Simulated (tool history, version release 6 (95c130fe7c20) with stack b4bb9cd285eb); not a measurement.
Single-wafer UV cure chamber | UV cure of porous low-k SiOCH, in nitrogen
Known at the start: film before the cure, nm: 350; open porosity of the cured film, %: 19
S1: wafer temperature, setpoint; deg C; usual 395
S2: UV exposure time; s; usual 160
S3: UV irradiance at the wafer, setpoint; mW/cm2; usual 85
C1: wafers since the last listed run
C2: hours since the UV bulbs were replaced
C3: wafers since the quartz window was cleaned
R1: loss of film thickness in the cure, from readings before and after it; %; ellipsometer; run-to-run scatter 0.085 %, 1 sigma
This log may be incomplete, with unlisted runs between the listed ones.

run 1 hour=0 | S1=395 S2=160 S3=85 | C1=0 C2=592.6 C3=1457 | R1=9.291
run 2 hour=33.8 | S1=395 S2=160 S3=85 | C1=237 C2=626.4 C3=1694 | R1=9.334
run 3 hour=69.7 | S1=395 S2=160 S3=85 | C1=251 C2=662.3 C3=1946 | R1=9.364
run 4 hour=86.3 | S1=395 S2=160 S3=85 | C1=116 C2=678.9 C3=2062 | R1=9.198
run 5 hour=110.1 | S1=395 S2=160 S3=85 | C1=167 C2=702.7 C3=2229 | R1=9.14
run 6 hour=122.4 | S1=395 S2=160 S3=98 | C1=86 C2=715 C3=2316 | R1=9.777
run 7 hour=145.5 | S1=395 S2=160 S3=98 | C1=162 C2=738.1 C3=2478 | R1=9.789
run 8 hour=162.2 | S1=395 S2=160 S3=85 | C1=117 C2=754.8 C3=2595 | R1=9.044
run 9 hour=182.3 | S1=395 S2=160 S3=85 | C1=141 C2=774.9 C3=2736 | R1=8.894
-- hour=198.1 quartz window cleaned
run 10 hour=202.3 | S1=395 S2=160 S3=85 | C1=84 C2=794.9 C3=29 | R1=8.611
run 11 hour=218.3 | S1=395 S2=160 S3=85 | C1=112 C2=810.9 C3=141 | R1=8.653
run 12 hour=241.7 | S1=395 S2=160 S3=85 | C1=164 C2=834.3 C3=305 | R1=8.638
run 13 hour=262.5 | S1=395 S2=160 S3=85 | C1=145 C2=855.1 C3=451 | R1=8.649
-- hour=285.6 UV bulbs replaced
run 14 hour=286.1 | S1=395 S2=160 S3=85 | C1=109 C2=0.5 C3=561 | R1=8.657
run 15 hour=311 | S1=395 S2=160 S3=85 | C1=174 C2=25.4 C3=736 | R1=8.589
run 16 hour=326.8 | S1=404 S2=185 S3=74 | C1=110 C2=41.2 C3=847 | R1=8.661
-- hour=351.7 quartz window cleaned, repeated, since the last time left the tool worse
run 17 hour=352.2 | S1=395 S2=160 S3=85 | C1=122 C2=66.6 C3=3 | R1=9.54
run 18 hour=366.5 | S1=395 S2=160 S3=85 | C1=100 C2=80.9 C3=104 | R1=9.458
run 19 hour=393.7 | S1=377 S2=160 S3=85 | C1=190 C2=108.1 C3=295 | R1=9.077
run 20 hour=419 | S1=395 S2=120 S3=64 | C1=177 C2=133.4 C3=472 | R1=7.075
run 21 hour=520.2 | S1=395 S2=160 S3=85 | C1=710 C2=234.6 C3=1182 | R1=9.358
run 22 hour=545.5 | S1=414 S2=210 S3=108 | C1=177 C2=259.9 C3=1360 | R1=11.801
run 23 hour=580.2 | S1=408 S2=75 S3=75 | C1=243 C2=294.6 C3=1604 | R1=5.855
run 24 hour=607.5 | S1=384 S2=245 S3=107 | C1=191 C2=321.9 C3=1795 | R1=12.031
run 25 hour=630.9 | S1=395 S2=135 S3=85 | C1=164 C2=345.3 C3=1959 | R1=8.499
run 26 hour=657.8 | S1=395 S2=160 S3=85 | C1=188 C2=372.2 C3=2148 | R1=9.129
run 27 hour=676.6 | S1=395 S2=160 S3=85 | C1=131 C2=391 C3=2280 | R1=9.065
run 28 hour=703.2 | S1=395 S2=160 S3=67 | C1=186 C2=417.6 C3=2467 | R1=7.893
run 29 hour=732.1 | S1=409 S2=70 S3=105 | C1=202 C2=446.5 C3=2670 | R1=6.639
run 30 hour=744.9 | S1=402 S2=240 S3=108 | C1=89 C2=459.3 C3=2760 | R1=11.987
-- hour=807.4 quartz window cleaned
run 31 hour=849.6 | S1=407 S2=65 S3=55 | C1=678 C2=564 C3=296 | R1=4.434

Below, some changes in R1 between adjacent runs. For each, the amount present without the hidden state too (settings, incoming material, random variation) and the amount remaining for the hidden state with gauge scatter not shared by both compared results:
Hidden conditions of the tool in this case: lamp output below its setpoint, %; transmission lost against a clean window, %.
Run 9 -> 10: quartz window cleaned. R1 -0.283 %: hidden state -0.342, all else +0.059.
Run 16 -> 17: S1 404 -> 395, S2 185 -> 160, S3 74 -> 85, quartz window cleaned, repeated, since the last time left the tool worse. R1 +0.879 %: hidden state +0.823, all else +0.056.
Run 22 -> 23: S1 414 -> 408, S2 210 -> 75, S3 108 -> 75. R1 -5.946 %: hidden state -0.01, all else -5.936.
Run 23 -> 24: S1 408 -> 384, S2 75 -> 245, S3 75 -> 107. R1 +6.176 %: hidden state -0.083, all else +6.259.
Run 30 -> 31: S1 402 -> 407, S2 240 -> 65, S3 108 -> 55, quartz window cleaned. R1 -7.553 %: hidden state +0.544, all else -8.097.
